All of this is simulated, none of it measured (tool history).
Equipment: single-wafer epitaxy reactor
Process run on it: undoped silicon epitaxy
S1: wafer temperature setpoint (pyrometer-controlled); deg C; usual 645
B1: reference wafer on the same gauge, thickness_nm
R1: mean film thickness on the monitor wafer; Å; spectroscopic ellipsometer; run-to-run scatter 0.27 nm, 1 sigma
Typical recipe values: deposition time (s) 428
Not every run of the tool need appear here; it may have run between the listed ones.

{"run": 1, "hour": 0.0, "S1": 645, "deposition time (s)": 382, "B1": 65.427, "R1": 585.97}
{"run": 2, "hour": 104.8, "S1": 645, "deposition time (s)": 428, "B1": 65.466, "R1": 650.81}
{"run": 3, "hour": 200.8, "S1": 645, "deposition time (s)": 428, "B1": 65.467, "R1": 663.69}
{"hour": 276.5, "done": "gauge calibrated"}
{"run": 4, "hour": 412.4, "S1": 645, "deposition time (s)": 428, "B1": 65.455, "R1": 659.58}
{"run": 5, "hour": 519.8, "S1": 655, "deposition time (s)": 403, "B1": 65.548, "R1": 797.62}
{"run": 6, "hour": 594.5, "S1": 645, "deposition time (s)": 428, "B1": 65.544, "R1": 666.45}
{"hour": 652.3, "done": "pyrometer calibrated"}
{"run": 7, "hour": 652.8, "S1": 645, "deposition time (s)": 428, "B1": 65.533, "R1": 633.84}
{"run": 8, "hour": 700.3, "S1": 645, "deposition time (s)": 428, "B1": 65.488, "R1": 634.61}
{"run": 9, "hour": 787.2, "S1": 641, "deposition time (s)": 428, "B1": 65.581, "R1": 573.9}
{"run": 10, "hour": 863.4, "S1": 636, "deposition time (s)": 488, "B1": 65.48, "R1": 576.01}
{"run": 11, "hour": 963.3, "S1": 630, "deposition time (s)": 474, "B1": 65.493, "R1": 473.6}
{"hour": 1012.4, "done": "gauge calibrated"}
{"run": 12, "hour": 1032.9, "S1": 645, "deposition time (s)": 428, "B1": 65.529, "R1": 631.08}
{"run": 13, "hour": 1118.5, "S1": 640, "deposition time (s)": 347, "B1": 65.45, "R1": 451.76}
{"run": 14, "hour": 1247.1, "S1": 639, "deposition time (s)": 481, "B1": 65.485, "R1": 614.01}
{"run": 15, "hour": 1338.4, "S1": 635, "deposition time (s)": 428, "B1": 65.507, "R1": 496.82}
{"run": 16, "hour": 1409.2, "S1": 645, "deposition time (s)": 428, "B1": 65.396, "R1": 634.75}

Predict each of these 3 candidate next runs independently; none follows another, all start after run 16:
{"run": "A", "hour": 1409.7, "S1": 645, "deposition time (s)": 428, "B1": "?", "R1": "?"}
{"run": "B", "hour": 1409.7, "S1": 659, "deposition time (s)": 366, "B1": "?", "R1": "?"}
{"run": "C", "hour": 1409.7, "S1": 645, "deposition time (s)": 497, "B1": "?", "R1": "?"}

run=A B1=65.404 R1=633.82
run=B B1=65.404 R1=765.73
run=C B1=65.404 R1=736
With the hidden condition removed and each run's random variation left untouched, the same runs would have given:
run=A R1=634.44
run=B R1=766.46
run=C R1=736.72
